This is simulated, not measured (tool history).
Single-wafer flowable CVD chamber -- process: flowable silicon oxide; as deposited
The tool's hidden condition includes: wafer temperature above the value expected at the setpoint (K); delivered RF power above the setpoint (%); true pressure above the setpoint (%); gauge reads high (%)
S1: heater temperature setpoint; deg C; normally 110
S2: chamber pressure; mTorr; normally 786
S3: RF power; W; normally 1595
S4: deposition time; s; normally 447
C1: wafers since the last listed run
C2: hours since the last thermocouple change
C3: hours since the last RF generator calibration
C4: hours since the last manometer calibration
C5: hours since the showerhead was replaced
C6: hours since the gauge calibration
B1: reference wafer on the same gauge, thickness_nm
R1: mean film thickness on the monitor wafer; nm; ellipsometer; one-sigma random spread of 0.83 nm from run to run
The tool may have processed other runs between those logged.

| run | hour | S1 | S2 | S3 | S4 | C1 | C2 | C3 | C4 | C5 | C6 | B1 | R1 |
|---|---|---|---|---|---|---|---|---|---|---|---|---|---|
| 1 | 0.0 | 110 | 786 | 1595 | 447 | 0 | 1492.6 | 1006.1 | 2593.0 | 0.5 | 243.7 | 140.054 | 157.386 |
| 2 | 14.0 | 110 | 786 | 1595 | 447 | 74 | 1506.6 | 1020.1 | 2607.0 | 14.5 | 257.7 | 140.096 | 158.442 |
| 3 | 26.4 | 110 | 786 | 1595 | 423 | 66 | 1519.0 | 1032.5 | 2619.4 | 26.9 | 270.1 | 140.041 | 149.713 |
|  | 38.3 | thermocouple changed; heater temperature recalibrated |
|  | 44.6 | capacitance manometer re-zeroed and calibrated |
| 4 | 45.1 | 110 | 786 | 1595 | 423 | 23 | 6.8 | 1051.2 | 0.5 | 45.6 | 288.8 | 140.158 | 162.758 |
| 5 | 55.4 | 110 | 786 | 1595 | 447 | 54 | 17.1 | 1061.5 | 10.8 | 55.9 | 299.1 | 139.808 | 172.767 |
|  | 60.9 | gauge calibrated |
|  | 71.8 | RF generator calibrated |
| 6 | 72.3 | 110 | 786 | 1595 | 447 | 47 | 34.0 | 0.5 | 27.7 | 72.8 | 11.4 | 140.043 | 172.066 |
| 7 | 86.2 | 110 | 786 | 1595 | 363 | 74 | 47.9 | 14.4 | 41.6 | 86.7 | 25.3 | 139.894 | 139.406 |
| 8 | 103.7 | 110 | 718 | 1595 | 447 | 93 | 65.4 | 31.9 | 59.1 | 104.2 | 42.8 | 139.910 | 162.443 |
| 9 | 112.6 | 110 | 786 | 1890 | 447 | 47 | 74.3 | 40.8 | 68.0 | 113.1 | 51.7 | 139.890 | 178.054 |
| 10 | 120.7 | 110 | 718 | 1595 | 447 | 43 | 82.4 | 48.9 | 76.1 | 121.2 | 59.8 | 139.984 | 162.213 |
| 11 | 130.9 | 110 | 786 | 1385 | 403 | 54 | 92.6 | 59.1 | 86.3 | 131.4 | 70.0 | 139.733 | 151.126 |
| 12 | 148.1 | 110 | 843 | 1720 | 479 | 91 | 109.8 | 76.3 | 103.5 | 148.6 | 87.2 | 140.031 | 197.346 |
| 13 | 159.1 | 124 | 626 | 1420 | 404 | 58 | 120.8 | 87.3 | 114.5 | 159.6 | 98.2 | 140.231 | 89.988 |
| 14 | 168.9 | 122 | 701 | 1595 | 390 | 52 | 130.6 | 97.1 | 124.3 | 169.4 | 108.0 | 140.308 | 100.964 |
| 15 | 185.9 | 110 | 696 | 1705 | 447 | 90 | 147.6 | 114.1 | 141.3 | 186.4 | 125.0 | 140.008 | 161.552 |
| 16 | 202.8 | 110 | 786 | 1855 | 395 | 90 | 164.5 | 131.0 | 158.2 | 203.3 | 141.9 | 140.028 | 156.003 |
| 17 | 213.6 | 110 | 786 | 1595 | 447 | 57 | 175.3 | 141.8 | 169.0 | 214.1 | 152.7 | 139.878 | 173.139 |
| 18 | 219.9 | 110 | 724 | 1320 | 447 | 33 | 181.6 | 148.1 | 175.3 | 220.4 | 159.0 | 139.950 | 154.938 |
| 19 | 235.5 | 110 | 786 | 1595 | 447 | 83 | 197.2 | 163.7 | 190.9 | 236.0 | 174.6 | 139.916 | 171.921 |
| 20 | 246.1 | 122 | 786 | 1325 | 447 | 56 | 207.8 | 174.3 | 201.5 | 246.6 | 185.2 | 140.166 | 117.879 |
| 21 | 261.2 | 110 | 786 | 1595 | 447 | 80 | 222.9 | 189.4 | 216.6 | 261.7 | 200.3 | 140.118 | 173.398 |
| 22 | 274.6 | 123 | 786 | 1855 | 486 | 71 | 236.3 | 202.8 | 230.0 | 275.1 | 213.7 | 139.776 | 137.302 |
| 23 | 282.7 | 110 | 786 | 1595 | 447 | 43 | 244.4 | 210.9 | 238.1 | 283.2 | 221.8 | 140.106 | 173.031 |
| 24 | 293.7 | 110 | 786 | 1595 | 447 | 58 | 255.4 | 221.9 | 249.1 | 294.2 | 232.8 | 140.091 | 171.574 |
| 25 | 306.0 | 105 | 866 | 1595 | 447 | 65 | 267.7 | 234.2 | 261.4 | 306.5 | 245.1 | 139.978 | 211.023 |
| 26 | 314.6 | 97 | 895 | 1595 | 496 | 45 | 276.3 | 242.8 | 270.0 | 315.1 | 253.7 | 140.016 | 305.368 |

Run 27 is up next; what results do you expect?
| 27 | 326.4 | 115 | 786 | 1715 | 447 | 62 | 288.1 | 254.6 | 281.8 | 326.9 | 265.5 | ? | ? |

{"run 27": {"B1": 139.983, "R1": 151.995}}
Minus the tool's unlogged condition, the same run would have read R1 152.315 nm.
